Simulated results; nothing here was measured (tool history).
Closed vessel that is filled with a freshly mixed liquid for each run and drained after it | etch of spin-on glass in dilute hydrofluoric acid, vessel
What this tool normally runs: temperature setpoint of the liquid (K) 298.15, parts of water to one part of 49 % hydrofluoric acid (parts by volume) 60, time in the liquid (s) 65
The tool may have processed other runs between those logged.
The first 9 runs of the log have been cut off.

run,hour,temperature setpoint of the liquid (K),parts of water to one part of 49 % hydrofluoric acid (parts by volume),time in the liquid (s),"read-back film thickness of the spin-on glass reference wafer, read on the same gauge (nm)",thickness taken off the spin-on glass on a monitor wafer (nm)
10,127.8,301.15,60,65,70.01,53.58
11,141.1,301.15,60,65,70.00,53.42
12,148.8,298.15,60,45,70.01,33.04
13,160.0,298.15,60,45,70.01,32.60
14,171.1,298.15,60,45,70.03,32.84
# hour 175.8: gauge calibrated
15,185.5,298.15,60,65,69.99,47.07
16,202.9,299.65,70,75,70.01,49.33
17,219.3,295.65,85,35,69.99,15.78
# hour 262.9: thermometer replaced
18,267.4,298.15,70,65,70.00,44.05
19,278.9,299.65,60,95,70.00,80.80
20,292.8,298.15,35,45,69.99,63.12
21,307.1,300.15,60,65,70.00,55.58
22,323.9,298.15,60,65,69.98,51.74
# hour 327.6: hydrofluoric acid flow meter replaced
23,331.9,298.15,60,65,70.00,51.88
24,341.8,296.15,75,80,70.02,45.72
25,347.8,298.15,60,65,70.00,51.67
26,365.7,294.15,80,65,70.01,31.64
27,377.4,294.15,80,100,70.00,48.80
28,389.8,293.65,30,85,70.00,113.82
29,398.5,296.65,70,30,70.00,18.76
30,410.7,293.15,50,90,70.00,69.73
31,418.6,298.15,60,65,69.99,50.80
32,428.8,298.15,60,65,70.01,50.88
33,441.2,301.65,70,55,69.99,42.35
34,456.4,298.15,80,75,70.00,43.16

What if the next run were any one of these 4? Each begins from the tool's condition after run 34:
A,457.1,298.15,60,65,?,?
B,457.1,298.15,45,65,?,?
C,457.1,299.65,35,65,?,?
D,457.1,294.15,60,65,?,?

run,"read-back film thickness of the spin-on glass reference wafer, read on the same gauge (nm)",thickness taken off the spin-on glass on a monitor wafer (nm)
A,70.00,51.19
B,70.00,69.63
C,70.00,96.55
D,70.00,43.38
Without the tool's hidden state the same runs would have given:
run,thickness taken off the spin-on glass on a monitor wafer (nm)
A,52.69
B,71.69
C,99.40
D,44.69
